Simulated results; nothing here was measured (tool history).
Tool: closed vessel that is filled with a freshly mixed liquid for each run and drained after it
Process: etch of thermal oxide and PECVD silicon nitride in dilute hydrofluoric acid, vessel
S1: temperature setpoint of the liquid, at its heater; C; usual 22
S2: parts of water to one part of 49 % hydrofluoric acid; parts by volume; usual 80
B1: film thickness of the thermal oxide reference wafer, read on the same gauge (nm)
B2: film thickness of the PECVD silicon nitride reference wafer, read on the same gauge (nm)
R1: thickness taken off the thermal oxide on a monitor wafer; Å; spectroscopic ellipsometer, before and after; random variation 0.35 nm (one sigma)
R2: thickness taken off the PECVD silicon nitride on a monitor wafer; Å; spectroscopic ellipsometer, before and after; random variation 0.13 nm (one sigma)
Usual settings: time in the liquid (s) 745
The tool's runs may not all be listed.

run 1 hour=0 | S1=22 S2=105 time_in_the_liquid_(s)=745 | B1=29.99 B2=100 | R1=296.4 R2=104.9
run 2 hour=10.2 | S1=22 S2=105 time_in_the_liquid_(s)=745 | B1=30 B2=100 | R1=297.7 R2=107.6
run 3 hour=22.1 | S1=22 S2=105 time_in_the_liquid_(s)=745 | B1=30.02 B2=100.01 | R1=297.6 R2=106.6
-- hour=38.7 hydrofluoric acid flow meter replaced
run 4 hour=39.2 | S1=20.5 S2=80 time_in_the_liquid_(s)=745 | B1=29.96 B2=99.97 | R1=412.9 R2=132.2
run 5 hour=50.4 | S1=20 S2=80 time_in_the_liquid_(s)=745 | B1=29.99 B2=99.99 | R1=401 R2=129.8
run 6 hour=58.7 | S1=20 S2=80 time_in_the_liquid_(s)=745 | B1=29.96 B2=99.99 | R1=399.7 R2=130.4
run 7 hour=73.8 | S1=22 S2=80 time_in_the_liquid_(s)=745 | B1=30.02 B2=99.99 | R1=433.3 R2=150.6
run 8 hour=113.4 | S1=22 S2=110 time_in_the_liquid_(s)=355 | B1=30 B2=99.97 | R1=142.2 R2=51.5
-- hour=143.6 gauge calibrated
run 9 hour=151.1 | S1=22 S2=80 time_in_the_liquid_(s)=745 | B1=30.01 B2=100 | R1=438.6 R2=148.6
run 10 hour=161.7 | S1=26 S2=80 time_in_the_liquid_(s)=1015 | B1=30.02 B2=99.97 | R1=690.8 R2=262
run 11 hour=176.3 | S1=20.5 S2=40 time_in_the_liquid_(s)=1105 | B1=30.01 B2=99.98 | R1=1276.7 R2=386.6
-- hour=184.3 thermometer replaced
run 12 hour=191.9 | S1=25 S2=110 time_in_the_liquid_(s)=335 | B1=30 B2=100.01 | R1=152.4 R2=58.5
run 13 hour=203 | S1=25.5 S2=45 time_in_the_liquid_(s)=905 | B1=29.99 B2=100 | R1=1120.4 R2=397.4
run 14 hour=216.4 | S1=22 S2=80 time_in_the_liquid_(s)=355 | B1=29.97 B2=99.97 | R1=208.5 R2=70.1
run 15 hour=226.9 | S1=23.5 S2=80 time_in_the_liquid_(s)=1025 | B1=30.01 B2=99.97 | R1=623.9 R2=223.1
run 16 hour=239.3 | S1=22 S2=80 time_in_the_liquid_(s)=490 | B1=29.98 B2=99.99 | R1=282.5 R2=95.3
run 17 hour=250.7 | S1=22 S2=80 time_in_the_liquid_(s)=745 | B1=30 B2=100.03 | R1=430.2 R2=145.8
run 18 hour=268.3 | S1=22 S2=80 time_in_the_liquid_(s)=745 | B1=30.04 B2=100 | R1=431.7 R2=146.1
run 19 hour=281.1 | S1=24 S2=115 time_in_the_liquid_(s)=1030 | B1=29.97 B2=100 | R1=421.2 R2=161.9
run 20 hour=297.3 | S1=22 S2=90 time_in_the_liquid_(s)=1085 | B1=30 B2=99.99 | R1=543.5 R2=193.5
run 21 hour=306.5 | S1=22 S2=100 time_in_the_liquid_(s)=515 | B1=30 B2=100.01 | R1=229.6 R2=81.7
run 22 hour=315.6 | S1=25.5 S2=80 time_in_the_liquid_(s)=345 | B1=29.96 B2=100 | R1=228.8 R2=86.8
run 23 hour=327.2 | S1=22 S2=110 time_in_the_liquid_(s)=1140 | B1=30 B2=100 | R1=462.1 R2=166.5
run 24 hour=375.8 | S1=25 S2=80 time_in_the_liquid_(s)=440 | B1=30 B2=99.98 | R1=284 R2=105.9
run 25 hour=393.1 | S1=22 S2=80 time_in_the_liquid_(s)=745 | B1=29.99 B2=100.03 | R1=423.7 R2=144
run 26 hour=405 | S1=17.5 S2=60 time_in_the_liquid_(s)=1020 | B1=30.05 B2=99.97 | R1=665.5 R2=193

Forecast each of these 4 alternatives for the next run:
run A hour=405.9 | S1=22 S2=80 time_in_the_liquid_(s)=745 | B1=? B2=? | R1=? R2=?
run B hour=405.9 | S1=22 S2=40 time_in_the_liquid_(s)=870 | B1=? B2=? | R1=? R2=?
run C hour=405.9 | S1=25.5 S2=50 time_in_the_liquid_(s)=540 | B1=? B2=? | R1=? R2=?
run D hour=405.9 | S1=23.5 S2=115 time_in_the_liquid_(s)=380 | B1=? B2=? | R1=? R2=?

run=A B1=30.03 B2=100 R1=421.8 R2=145
run=B B1=30.03 B2=100 R1=1037.2 R2=333.4
run=C B1=30.03 B2=100 R1=587 R2=210.9
run=D B1=30.03 B2=100 R1=152.1 R2=57.2
Without the tool's hidden state the same runs would have given:
run=A R1=442.1 R2=151.2
run=B R1=1085.3 R2=347.6
run=C R1=614.7 R2=220
run=D R1=159.8 R2=59.7
